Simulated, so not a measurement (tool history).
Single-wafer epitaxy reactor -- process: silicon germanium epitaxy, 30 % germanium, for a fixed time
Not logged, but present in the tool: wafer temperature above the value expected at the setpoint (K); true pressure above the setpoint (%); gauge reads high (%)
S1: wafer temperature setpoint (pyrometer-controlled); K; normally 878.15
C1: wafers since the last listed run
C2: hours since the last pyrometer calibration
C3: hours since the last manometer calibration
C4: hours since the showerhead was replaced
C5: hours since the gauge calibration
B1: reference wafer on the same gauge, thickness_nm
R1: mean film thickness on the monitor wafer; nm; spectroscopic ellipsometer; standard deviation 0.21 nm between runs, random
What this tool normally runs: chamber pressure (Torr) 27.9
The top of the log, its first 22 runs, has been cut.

-- hour=566.9 pyrometer calibrated
run 23 hour=567.4 | S1=878.15 chamber_pressure_(Torr)=22.6 | C1=425 C2=0.5 C3=2923.6 C4=273.1 C5=47.6 | B1=68.934 | R1=66.542
-- hour=596.9 capacitance manometer re-zeroed and calibrated
run 24 hour=597.4 | S1=883.15 chamber_pressure_(Torr)=25.8 | C1=414 C2=30.5 C3=0.5 C4=303.1 C5=77.6 | B1=69.076 | R1=76.549
run 25 hour=616.2 | S1=883.15 chamber_pressure_(Torr)=27.9 | C1=353 C2=49.3 C3=19.3 C4=321.9 C5=96.4 | B1=68.941 | R1=78.306
run 26 hour=635.2 | S1=878.15 chamber_pressure_(Torr)=27.9 | C1=357 C2=68.3 C3=38.3 C4=340.9 C5=115.4 | B1=69.02 | R1=70.623
run 27 hour=660 | S1=872.15 chamber_pressure_(Torr)=31.9 | C1=466 C2=93.1 C3=63.1 C4=365.7 C5=140.2 | B1=69.032 | R1=64.284
run 28 hour=673.9 | S1=878.15 chamber_pressure_(Torr)=31.6 | C1=261 C2=107 C3=77 C4=379.6 C5=154.1 | B1=69.079 | R1=72.586
run 29 hour=708.6 | S1=878.15 chamber_pressure_(Torr)=22.3 | C1=653 C2=141.7 C3=111.7 C4=414.3 C5=188.8 | B1=69.074 | R1=66.158
run 30 hour=736.6 | S1=878.15 chamber_pressure_(Torr)=27.9 | C1=527 C2=169.7 C3=139.7 C4=442.3 C5=216.8 | B1=69.007 | R1=70.117
run 31 hour=751.3 | S1=892.15 chamber_pressure_(Torr)=27.9 | C1=276 C2=184.4 C3=154.4 C4=457 C5=231.5 | B1=69.017 | R1=93.424

Alternative continuations, all from the tool just after run 31; predict every row:
run A hour=751.7 | S1=878.15 chamber_pressure_(Torr)=31 | C1=7 C2=184.8 C3=154.8 C4=457.4 C5=231.9 | B1=? | R1=?
run B hour=751.7 | S1=872.15 chamber_pressure_(Torr)=30.2 | C1=7 C2=184.8 C3=154.8 C4=457.4 C5=231.9 | B1=? | R1=?
run C hour=751.7 | S1=869.15 chamber_pressure_(Torr)=25.3 | C1=7 C2=184.8 C3=154.8 C4=457.4 C5=231.9 | B1=? | R1=?
run D hour=751.7 | S1=878.15 chamber_pressure_(Torr)=34.2 | C1=7 C2=184.8 C3=154.8 C4=457.4 C5=231.9 | B1=? | R1=?

run=A B1=69.04 R1=72.346
run=B B1=69.04 R1=63.412
run=C B1=69.04 R1=56.746
run=D B1=69.04 R1=74.404
Without the tool's hidden state the same runs would have given:
run=A R1=72.346
run=B R1=63.412
run=C R1=56.746
run=D R1=74.404
